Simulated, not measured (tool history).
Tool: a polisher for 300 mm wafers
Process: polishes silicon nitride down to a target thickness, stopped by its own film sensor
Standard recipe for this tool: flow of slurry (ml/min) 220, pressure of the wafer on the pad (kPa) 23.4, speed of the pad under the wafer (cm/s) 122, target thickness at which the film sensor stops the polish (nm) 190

run	hour	flow of slurry (ml/min)	pressure of the wafer on the pad (kPa)	speed of the pad under the wafer (cm/s)	target thickness at which the film sensor stops the polish (nm)	wafers since the last listed run	wafers polished on this pad	hours since the slurry nozzle was cleaned	hours since the head pressure was calibrated	incoming thickness of the incoming film, nm	time until the film sensor stopped the polish (s)
1	0.0	220	23.4	122	190	0	2084	55.4	725.3	305.3	79.0
2	135.5	220	23.4	122	190	952	3037	190.9	860.8	300.2	75.4
3	165.3	220	23.4	122	190	209	3246	220.7	890.6	300.4	76.6
4	232.7	220	23.4	122	190	473	3720	288.1	958.0	299.0	78.4
# hour 256.1: worn pad replaced by a new one
5	268.5	220	23.4	122	190	223	87	323.9	993.8	299.4	68.9
6	309.8	220	23.4	122	190	290	377	365.2	1035.1	303.8	73.1
7	340.9	220	23.4	122	190	218	596	396.3	1066.2	301.6	74.1
8	402.7	220	17.2	122	190	434	1030	458.1	1128.0	300.9	91.3
9	474.5	220	17.2	122	190	504	1535	529.9	1199.8	299.1	92.4
# hour 512.7: slurry nozzle cleaned
10	521.9	220	23.4	122	190	326	1861	9.2	1247.2	299.7	75.9
11	561.6	220	23.4	122	190	279	2140	48.9	1286.9	307.1	83.7
12	619.2	220	23.4	122	190	404	2545	106.5	1344.5	301.9	77.0
# hour 626.5: head pressure recalibrated
13	689.8	220	23.4	122	190	482	3027	177.1	63.3	301.3	76.0
14	755.9	220	23.4	122	190	464	3492	243.2	129.4	301.5	81.7
15	819.1	220	23.4	122	190	444	3936	306.4	192.6	299.6	78.6
# hour 823.9: worn pad replaced by a new one
16	853.8	265	17.9	122	190	215	210	341.1	227.3	300.0	81.4
17	892.8	245	23.4	150	158	274	484	380.1	266.3	298.7	77.0
18	1058.9	220	31.0	122	208	1167	1652	546.2	432.4	296.0	49.3
# hour 1063.2: slurry nozzle cleaned
19	1102.4	220	15.9	122	211	298	1950	39.2	475.9	302.7	79.1

Run 20, settings as shown, results not yet in. Your forecast:
20	1147.8	220	23.4	108	157	319	2270	84.6	521.3	299.9	?

Run 20 yielded time until the film sensor stopped the polish (s) 107.8.
On a tool with no hidden condition, and with the same random variation, this run would have come out at time until the film sensor stopped the polish (s) 95.1.
